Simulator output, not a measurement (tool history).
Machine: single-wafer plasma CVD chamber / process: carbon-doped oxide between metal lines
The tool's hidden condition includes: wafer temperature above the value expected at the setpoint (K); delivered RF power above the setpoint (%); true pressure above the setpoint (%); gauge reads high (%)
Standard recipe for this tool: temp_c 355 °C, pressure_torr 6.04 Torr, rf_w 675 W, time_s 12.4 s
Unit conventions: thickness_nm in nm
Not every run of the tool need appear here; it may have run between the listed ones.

| run | day | temp_c | pressure_torr | rf_w | time_s | wafers since the last listed run | hours since the last thermocouple change | hours since the last RF generator calibration | hours since the last manometer calibration | hours since the showerhead was replaced | hours since the gauge calibration | read-back reference wafer on the same gauge, thickness_nm | thickness_nm |
|---|---|---|---|---|---|---|---|---|---|---|---|---|---|
| 1 | 0.000 | 355 | 6.04 | 595 | 12.4 | 0 | 948.7 | 659.7 | 1996.9 | 4441.8 | 344.5 | 74.015 | 72.931 |
| 2 | 1.071 | 355 | 6.04 | 595 | 12.4 | 436 | 974.4 | 685.4 | 2022.6 | 4467.5 | 370.2 | 74.359 | 72.691 |
| 3 | 1.729 | 355 | 6.04 | 675 | 12.4 | 268 | 990.2 | 701.2 | 2038.4 | 4483.3 | 386.0 | 74.370 | 79.539 |
| 4 | 2.588 | 355 | 6.04 | 675 | 12.4 | 349 | 1010.8 | 721.8 | 2059.0 | 4503.9 | 406.6 | 74.273 | 79.671 |
| 5 | 3.350 | 355 | 6.04 | 675 | 12.4 | 310 | 1029.1 | 740.1 | 2077.3 | 4522.2 | 424.9 | 74.237 | 80.025 |
| 6 | 5.500 | 355 | 6.04 | 675 | 12.4 | 875 | 1080.7 | 791.7 | 2128.9 | 4573.8 | 476.5 | 74.615 | 79.961 |
| 7 | 6.129 | 347 | 6.04 | 580 | 12.4 | 256 | 1095.8 | 806.8 | 2144.0 | 4588.9 | 491.6 | 74.468 | 73.478 |
| 8 | 7.108 | 347 | 6.04 | 580 | 12.4 | 398 | 1119.3 | 830.3 | 2167.5 | 4612.4 | 515.1 | 74.667 | 73.974 |
| 9 | 7.712 | 355 | 6.04 | 675 | 12.4 | 246 | 1133.8 | 844.8 | 2182.0 | 4626.9 | 529.6 | 74.807 | 79.938 |
| 10 | 8.775 | 355 | 6.04 | 675 | 12.4 | 432 | 1159.3 | 870.3 | 2207.5 | 4652.4 | 555.1 | 75.036 | 80.135 |
| 11 | 9.871 | 355 | 6.04 | 675 | 12.4 | 446 | 1185.6 | 896.6 | 2233.8 | 4678.7 | 581.4 | 74.892 | 80.446 |
|  | 10.821 | gauge calibrated |
| 12 | 10.942 | 355 | 6.04 | 675 | 12.4 | 436 | 1211.3 | 922.3 | 2259.5 | 4704.4 | 2.9 | 72.883 | 78.347 |
| 13 | 12.158 | 355 | 6.04 | 675 | 12.4 | 495 | 1240.5 | 951.5 | 2288.7 | 4733.6 | 32.1 | 72.937 | 78.013 |
|  | 13.204 | showerhead replaced |
| 14 | 13.425 | 355 | 5.25 | 675 | 14.5 | 380 | 1270.9 | 981.9 | 2319.1 | 5.3 | 62.5 | 72.999 | 89.418 |
|  | 14.021 | capacitance manometer re-zeroed and calibrated |
| 15 | 14.850 | 355 | 5.35 | 675 | 12.4 | 444 | 1305.1 | 1016.1 | 19.9 | 39.5 | 96.7 | 73.018 | 77.299 |
| 16 | 15.975 | 355 | 6.04 | 675 | 12.4 | 458 | 1332.1 | 1043.1 | 46.9 | 66.5 | 123.7 | 73.123 | 77.590 |
| 17 | 16.683 | 341 | 5.41 | 770 | 12.4 | 288 | 1349.1 | 1060.1 | 63.9 | 83.5 | 140.7 | 73.265 | 88.393 |
| 18 | 17.412 | 367 | 4.97 | 570 | 11.2 | 297 | 1366.6 | 1077.6 | 81.4 | 101.0 | 158.2 | 73.237 | 59.472 |
| 19 | 17.996 | 365 | 7.47 | 675 | 10.2 | 237 | 1380.6 | 1091.6 | 95.4 | 115.0 | 172.2 | 73.324 | 64.071 |
|  | 18.812 | thermocouple changed; heater temperature recalibrated |
| 20 | 19.175 | 368 | 7.42 | 675 | 12.4 | 344 | 8.7 | 1119.9 | 123.7 | 143.3 | 200.5 | 73.518 | 76.216 |
| 21 | 19.875 | 342 | 5.46 | 675 | 12.4 | 285 | 25.5 | 1136.7 | 140.5 | 160.1 | 217.3 | 73.427 | 81.243 |
| 22 | 20.912 | 360 | 5.62 | 730 | 14.4 | 422 | 50.4 | 1161.6 | 165.4 | 185.0 | 242.2 | 73.491 | 94.470 |
|  | 21.321 | RF generator calibrated |
| 23 | 22.358 | 347 | 7.45 | 675 | 11.4 | 453 | 85.1 | 24.9 | 200.1 | 219.7 | 276.9 | 73.750 | 74.359 |
| 24 | 23.629 | 355 | 6.04 | 675 | 12.4 | 517 | 115.6 | 55.4 | 230.6 | 250.2 | 307.4 | 73.731 | 79.096 |
| 25 | 24.538 | 364 | 6.04 | 580 | 12.4 | 369 | 137.4 | 77.2 | 252.4 | 272.0 | 329.2 | 73.639 | 69.591 |
| 26 | 25.608 | 341 | 4.99 | 675 | 12.4 | 436 | 163.1 | 102.9 | 278.1 | 297.7 | 354.9 | 73.931 | 80.859 |
| 27 | 26.400 | 355 | 6.04 | 675 | 12.4 | 322 | 182.1 | 121.9 | 297.1 | 316.7 | 373.9 | 74.043 | 78.766 |
| 28 | 27.829 | 355 | 5.37 | 560 | 10.3 | 582 | 216.4 | 156.2 | 331.4 | 351.0 | 408.2 | 73.993 | 57.805 |

Forecast each of these 5 alternatives for the next run:
| A | 27.846 | 366 | 6.04 | 675 | 12.4 | 6 | 216.8 | 156.6 | 331.8 | 351.4 | 408.6 | ? | ? |
| B | 27.846 | 355 | 7.40 | 675 | 12.4 | 6 | 216.8 | 156.6 | 331.8 | 351.4 | 408.6 | ? | ? |
| C | 27.846 | 355 | 4.53 | 675 | 10.6 | 6 | 216.8 | 156.6 | 331.8 | 351.4 | 408.6 | ? | ? |
| D | 27.846 | 355 | 6.04 | 775 | 12.4 | 6 | 216.8 | 156.6 | 331.8 | 351.4 | 408.6 | ? | ? |
| E | 27.846 | 364 | 5.22 | 785 | 13.3 | 6 | 216.8 | 156.6 | 331.8 | 351.4 | 408.6 | ? | ? |

| run | read-back reference wafer on the same gauge, thickness_nm | thickness_nm |
|---|---|---|
| A | 74.076 | 76.443 |
| B | 74.076 | 79.875 |
| C | 74.076 | 65.739 |
| D | 74.076 | 86.282 |
| E | 74.076 | 89.762 |
With the hidden condition removed and each run's random variation left untouched, the same runs would have given:
| run | thickness_nm |
|---|---|
| A | 75.381 |
| B | 78.766 |
| C | 64.826 |
| D | 85.083 |
| E | 88.515 |

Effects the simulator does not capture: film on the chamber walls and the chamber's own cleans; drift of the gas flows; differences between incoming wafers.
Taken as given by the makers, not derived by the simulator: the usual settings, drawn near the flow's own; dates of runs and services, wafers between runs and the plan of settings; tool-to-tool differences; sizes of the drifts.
